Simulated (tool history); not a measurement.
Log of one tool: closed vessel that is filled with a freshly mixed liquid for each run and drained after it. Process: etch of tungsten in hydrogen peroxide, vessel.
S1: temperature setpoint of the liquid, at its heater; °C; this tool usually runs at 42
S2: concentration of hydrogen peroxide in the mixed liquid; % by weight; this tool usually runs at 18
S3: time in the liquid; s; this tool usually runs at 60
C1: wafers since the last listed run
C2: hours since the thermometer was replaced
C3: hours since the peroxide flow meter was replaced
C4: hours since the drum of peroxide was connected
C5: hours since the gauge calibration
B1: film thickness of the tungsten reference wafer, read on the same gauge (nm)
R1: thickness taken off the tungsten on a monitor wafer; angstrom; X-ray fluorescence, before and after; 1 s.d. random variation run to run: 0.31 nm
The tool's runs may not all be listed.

| run | day | S1 | S2 | S3 | C1 | C2 | C3 | C4 | C5 | B1 | R1 |
|---|---|---|---|---|---|---|---|---|---|---|---|
| 1 | 0 | 42 | 18 | 60 | 0 | 2294.5 | 631.3 | 437.9 | 1551.3 | 121.13 | 921.4 |
| 2 | 1.629 | 42 | 18 | 60 | 2815 | 2333.6 | 670.4 | 477 | 1590.4 | 121.23 | 935.1 |
| 3 | 3.071 | 42 | 18 | 60 | 2491 | 2368.2 | 705 | 511.6 | 1625 | 121.36 | 930.7 |
| 4 | 4.642 | 42 | 18 | 55 | 2714 | 2405.9 | 742.7 | 549.3 | 1662.7 | 121.43 | 854.3 |
|  | 5.754 | peroxide flow meter replaced |
|  | 6.592 | thermometer replaced |
| 5 | 7.183 | 42 | 18 | 55 | 4248 | 14.2 | 34.3 | 610.3 | 1723.7 | 121.56 | 854.9 |
|  | 7.304 | gauge calibrated |
| 6 | 9.508 | 47 | 18 | 60 | 4017 | 70 | 90.1 | 666.1 | 52.9 | 119.82 | 1257.5 |
|  | 10.875 | new drum of peroxide connected |
| 7 | 12.288 | 47 | 18 | 60 | 4730 | 136.7 | 156.8 | 33.9 | 119.6 | 119.81 | 1256.6 |
| 8 | 15.146 | 42 | 18 | 60 | 4939 | 205.3 | 225.4 | 102.5 | 188.2 | 119.85 | 914.7 |
| 9 | 17.592 | 42 | 18 | 60 | 4226 | 264 | 284.1 | 161.2 | 246.9 | 119.84 | 914.9 |
| 10 | 20.3 | 42 | 18 | 60 | 4680 | 329 | 349.1 | 226.2 | 311.9 | 119.83 | 916.3 |
| 11 | 22.925 | 42 | 18 | 60 | 4536 | 392 | 412.1 | 289.2 | 374.9 | 119.9 | 917.7 |
| 12 | 25.162 | 42 | 18 | 60 | 3866 | 445.7 | 465.8 | 342.9 | 428.6 | 119.92 | 919.8 |
| 13 | 28.15 | 44.5 | 19.5 | 45 | 5162 | 517.4 | 537.5 | 414.6 | 500.3 | 119.97 | 833.9 |
| 14 | 29.546 | 51 | 14.5 | 45 | 2412 | 550.9 | 571 | 448.1 | 533.8 | 120 | 1085.3 |
| 15 | 31.108 | 45 | 13.5 | 85 | 2700 | 588.4 | 608.5 | 485.6 | 571.3 | 120.01 | 1360.6 |
| 16 | 32.617 | 45.5 | 18 | 45 | 2606 | 624.6 | 644.7 | 521.8 | 607.5 | 120.07 | 853.7 |
| 17 | 34.704 | 42 | 18 | 60 | 3607 | 674.7 | 694.8 | 571.9 | 657.6 | 120.07 | 923 |
| 18 | 36.667 | 42 | 18 | 90 | 3391 | 721.8 | 741.9 | 619 | 704.7 | 120.19 | 1374.8 |
|  | 37.938 | peroxide flow meter replaced |
| 19 | 38.433 | 49.5 | 14.5 | 40 | 2980 | 764.2 | 11.9 | 661.4 | 747.1 | 120.2 | 879.5 |
|  | 42.733 | new drum of peroxide connected |
| 20 | 47.429 | 37 | 14 | 30 | 15473 | 980.1 | 227.8 | 112.7 | 963 | 120.49 | 292.8 |
| 21 | 49.758 | 50.5 | 22 | 30 | 4024 | 1036 | 283.7 | 168.6 | 1018.9 | 120.5 | 865.9 |
| 22 | 52.242 | 42 | 18 | 50 | 4291 | 1095.6 | 343.3 | 228.2 | 1078.5 | 120.61 | 771.8 |
| 23 | 55.125 | 42 | 12.5 | 60 | 4982 | 1164.8 | 412.5 | 297.4 | 1147.7 | 120.73 | 768.4 |
| 24 | 57.858 | 42 | 18 | 60 | 4723 | 1230.4 | 478.1 | 363 | 1213.3 | 120.85 | 919 |
| 25 | 60.825 | 42 | 18 | 60 | 5126 | 1301.6 | 549.3 | 434.2 | 1284.5 | 120.93 | 925.5 |
| 26 | 62.65 | 47 | 13.5 | 75 | 3153 | 1345.4 | 593.1 | 478 | 1328.3 | 121.09 | 1373.8 |
| 27 | 64.058 | 42 | 18 | 85 | 2433 | 1379.2 | 626.9 | 511.8 | 1362.1 | 121.06 | 1310.8 |
| 28 | 66.738 | 42 | 22.5 | 60 | 4629 | 1443.5 | 691.2 | 576.1 | 1426.4 | 121.23 | 1041.9 |
|  | 67.942 | peroxide flow meter replaced |
| 29 | 68.142 | 33 | 22 | 40 | 2354 | 1477.2 | 4.8 | 609.8 | 1460.1 | 121.33 | 376 |

Alternative continuations, all from the tool just after run 29; predict every row:
| A | 68.171 | 42 | 18 | 60 | 50 | 1477.9 | 5.5 | 610.5 | 1460.8 | ? | ? |
| B | 68.171 | 51 | 18 | 60 | 50 | 1477.9 | 5.5 | 610.5 | 1460.8 | ? | ? |
| C | 68.171 | 39 | 18 | 30 | 50 | 1477.9 | 5.5 | 610.5 | 1460.8 | ? | ? |
| D | 68.171 | 42 | 18 | 30 | 50 | 1477.9 | 5.5 | 610.5 | 1460.8 | ? | ? |
| E | 68.171 | 51.5 | 18 | 60 | 50 | 1477.9 | 5.5 | 610.5 | 1460.8 | ? | ? |

| run | B1 | R1 |
|---|---|---|
| A | 121.29 | 928 |
| B | 121.29 | 1628.3 |
| C | 121.29 | 381.9 |
| D | 121.29 | 464 |
| E | 121.29 | 1678.4 |
Without the tool's unlogged condition, the same runs would have read:
| run | R1 |
|---|---|
| A | 917.8 |
| B | 1610.5 |
| C | 377.8 |
| D | 458.9 |
| E | 1660.1 |

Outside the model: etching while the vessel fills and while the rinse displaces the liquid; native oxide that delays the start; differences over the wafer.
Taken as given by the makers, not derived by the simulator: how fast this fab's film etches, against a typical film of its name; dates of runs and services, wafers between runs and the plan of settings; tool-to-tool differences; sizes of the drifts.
